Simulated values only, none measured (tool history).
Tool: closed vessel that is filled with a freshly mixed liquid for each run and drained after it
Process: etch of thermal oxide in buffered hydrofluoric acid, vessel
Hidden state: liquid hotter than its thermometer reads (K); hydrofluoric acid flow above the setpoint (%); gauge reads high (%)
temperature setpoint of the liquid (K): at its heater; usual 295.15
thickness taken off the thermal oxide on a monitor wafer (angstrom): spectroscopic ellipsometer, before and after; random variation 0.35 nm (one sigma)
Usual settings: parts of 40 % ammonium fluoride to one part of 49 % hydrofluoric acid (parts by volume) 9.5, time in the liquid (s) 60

run	hour	temperature setpoint of the liquid (K)	parts of 40 % ammonium fluoride to one part of 49 % hydrofluoric acid (parts by volume)	time in the liquid (s)	wafers since the last listed run	hours since the thermometer was replaced	hours since the hydrofluoric acid flow meter was replaced	hours since the gauge calibration	read-back film thickness of the thermal oxide reference wafer, read on the same gauge (nm)	thickness taken off the thermal oxide on a monitor wafer (angstrom)
1	0.0	295.15	9.5	60	0	780.9	1404.4	128.9	69.99	702.0
2	85.4	295.15	9.5	60	8147	866.3	1489.8	214.3	69.98	711.4
3	338.1	293.65	9.5	60	24108	1119.0	1742.5	467.0	69.99	662.2
4	422.5	293.65	9.5	60	8052	1203.4	1826.9	551.4	70.02	658.1
# hour 482.7: hydrofluoric acid flow meter replaced
5	483.2	293.65	9.5	60	5695	1264.1	0.5	612.1	70.03	663.3
# hour 524.6: gauge calibrated
6	542.6	295.15	9.5	60	5666	1323.5	59.9	18.0	69.98	723.4
7	619.5	295.15	9.5	60	7336	1400.4	136.8	94.9	70.01	717.5
8	697.3	295.15	9.5	60	7422	1478.2	214.6	172.7	70.02	724.4
9	736.2	292.65	7.5	35	3711	1517.1	253.5	211.6	70.03	466.7
10	816.4	295.15	9.5	60	7651	1597.3	333.7	291.8	69.98	727.5
11	859.1	295.15	9.5	60	4073	1640.0	376.4	334.5	69.99	729.3
12	908.0	297.15	11.5	70	4665	1688.9	425.3	383.4	69.98	795.7
# hour 948.9: thermometer replaced
13	1002.7	296.65	9.5	50	8939	53.8	520.0	478.1	69.98	629.3
14	1079.2	295.15	7.0	60	7298	130.3	596.5	554.6	69.97	945.8
15	1155.5	292.65	11.5	45	7279	206.6	672.8	630.9	69.99	385.9
16	1210.6	295.15	9.5	60	5256	261.7	727.9	686.0	70.01	701.4

5 ways to go on from here, each from the tool as it stands after run 16. What would each give?
A	1211.3	295.15	9.5	75	66	262.4	728.6	686.7	?	?
B	1211.3	299.65	9.5	60	66	262.4	728.6	686.7	?	?
C	1211.3	293.15	9.5	60	66	262.4	728.6	686.7	?	?
D	1211.3	290.15	11.0	30	66	262.4	728.6	686.7	?	?
E	1211.3	298.65	12.0	35	66	262.4	728.6	686.7	?	?

run	read-back film thickness of the thermal oxide reference wafer, read on the same gauge (nm)	thickness taken off the thermal oxide on a monitor wafer (angstrom)
A	69.98	870.0
B	69.98	888.6
C	69.98	622.9
D	69.98	232.0
E	69.98	398.2
Without the tool's hidden state the same runs would have given:
run	thickness taken off the thermal oxide on a monitor wafer (angstrom)
A	852.4
B	871.2
C	610.2
D	227.2
E	390.4
